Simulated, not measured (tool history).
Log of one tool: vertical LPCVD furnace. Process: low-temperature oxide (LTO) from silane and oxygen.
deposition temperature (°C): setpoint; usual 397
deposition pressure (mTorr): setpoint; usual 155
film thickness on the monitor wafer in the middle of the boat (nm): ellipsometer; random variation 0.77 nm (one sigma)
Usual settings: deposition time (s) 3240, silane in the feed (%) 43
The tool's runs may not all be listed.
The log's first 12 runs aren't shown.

run   hour  deposition temperature (°C)  deposition pressure (mTorr)  deposition time (s)  silane in the feed (%)  wafers since the last listed run  hours since the last temperature calibration  hours since the pressure gauge was zeroed  hours since the silane flow controller was replaced  hours since the gauge calibration  read-back reference wafer on the same gauge, thickness  film thickness on the monitor wafer in the middle of the boat (nm)
 13  467.2                          397                          155                 3240                      43                               317                                        4692.4                                      201.5                                                146.3                              502.8                                                  307.88                                                              336.69
 14  488.7                          397                          155                 3240                      43                               397                                        4713.9                                      223.0                                                167.8                              524.3                                                  307.93                                                              335.12
 15  521.7                          397                          155                 4230                      49                               609                                        4746.9                                      256.0                                                200.8                              557.3                                                  308.00                                                              500.44
 16  537.1                          397                          155                 3240                      35                               284                                        4762.3                                      271.4                                                216.2                              572.7                                                  308.01                                                              262.27
     554.8  -- gauge calibrated
 17  568.2                          397                          135                 3240                      49                               574                                        4793.4                                      302.5                                                247.3                               13.4                                                  307.94                                                              333.28
 18  584.5                          397                          130                 1980                      43                               301                                        4809.7                                      318.8                                                263.6                               29.7                                                  307.88                                                              172.37
 19  607.3                          404                          145                 4140                      40                               421                                        4832.5                                      341.6                                                286.4                               52.5                                                  308.02                                                              401.85
 20  621.4                          397                          135                 2370                      43                               260                                        4846.6                                      355.7                                                300.5                               66.6                                                  308.00                                                              215.63
 21  688.3                          397                          155                 3240                      43                              1235                                        4913.5                                      422.6                                                367.4                              133.5                                                  308.09                                                              337.29
     723.3  -- thermocouples replaced and temperature profile calibrated
 22  723.8                          397                          190                 2790                      43                               212                                           0.5                                      458.1                                                402.9                              169.0                                                  308.04                                                              356.90
 23  734.9                          397                          155                 4230                      49                               205                                          11.6                                      469.2                                                414.0                              180.1                                                  307.90                                                              502.56
 24  747.8                          397                          145                 3810                      43                               238                                          24.5                                      482.1                                                426.9                              193.0                                                  307.91                                                              372.18
 25  766.2                          397                          155                 3240                      43                               339                                          42.9                                      500.5                                                445.3                              211.4                                                  308.07                                                              337.72
 26  787.1                          402                          185                 2460                      48                               386                                          63.8                                      521.4                                                466.2                              232.3                                                  307.88                                                              359.90
 27  819.2                          397                          155                 2160                      43                               592                                          95.9                                      553.5                                                498.3                              264.4                                                  308.13                                                              227.24
 28  898.3                          397                          185                 4260                      36                              1461                                         175.0                                      632.6                                                577.4                              343.5                                                  307.95                                                              430.67
 29  923.9                          397                          155                 3240                      43                               472                                         200.6                                      658.2                                                603.0                              369.1                                                  308.11                                                              340.32
 30  948.8                          397                          170                 3240                      43                               459                                         225.5                                      683.1                                                627.9                              394.0                                                  307.94                                                              373.23

5 ways to go on from here, each from the tool as it stands after run 30. What would each give?
  A  953.6                          397                          155                 3240                      43                                88                                         230.3                                      687.9                                                632.7                              398.8                                                       ?                                                                   ?
  B  953.6                          385                          155                 2880                      43                                88                                         230.3                                      687.9                                                632.7                              398.8                                                       ?                                                                   ?
  C  953.6                          397                          155                 3240                      43                                88                                         230.3                                      687.9                                                632.7                              398.8                                                       ?                                                                   ?
  D  953.6                          397                          155                 3240                      43                                88                                         230.3                                      687.9                                                632.7                              398.8                                                       ?                                                                   ?
  E  953.6                          397                          155                 3240                      40                                88                                         230.3                                      687.9                                                632.7                              398.8                                                       ?                                                                   ?

run  read-back reference wafer on the same gauge, thickness  film thickness on the monitor wafer in the middle of the boat (nm)
  A                                                  307.83                                                              340.50
  B                                                  307.83                                                              264.90
  C                                                  307.83                                                              340.50
  D                                                  307.83                                                              340.50
  E                                                  307.83                                                              314.07
Without the tool's hidden state the same runs would have given:
run  film thickness on the monitor wafer in the middle of the boat (nm)
  A                                                              334.47
  B                                                              260.01
  C                                                              334.47
  D                                                              334.47
  E                                                              307.69
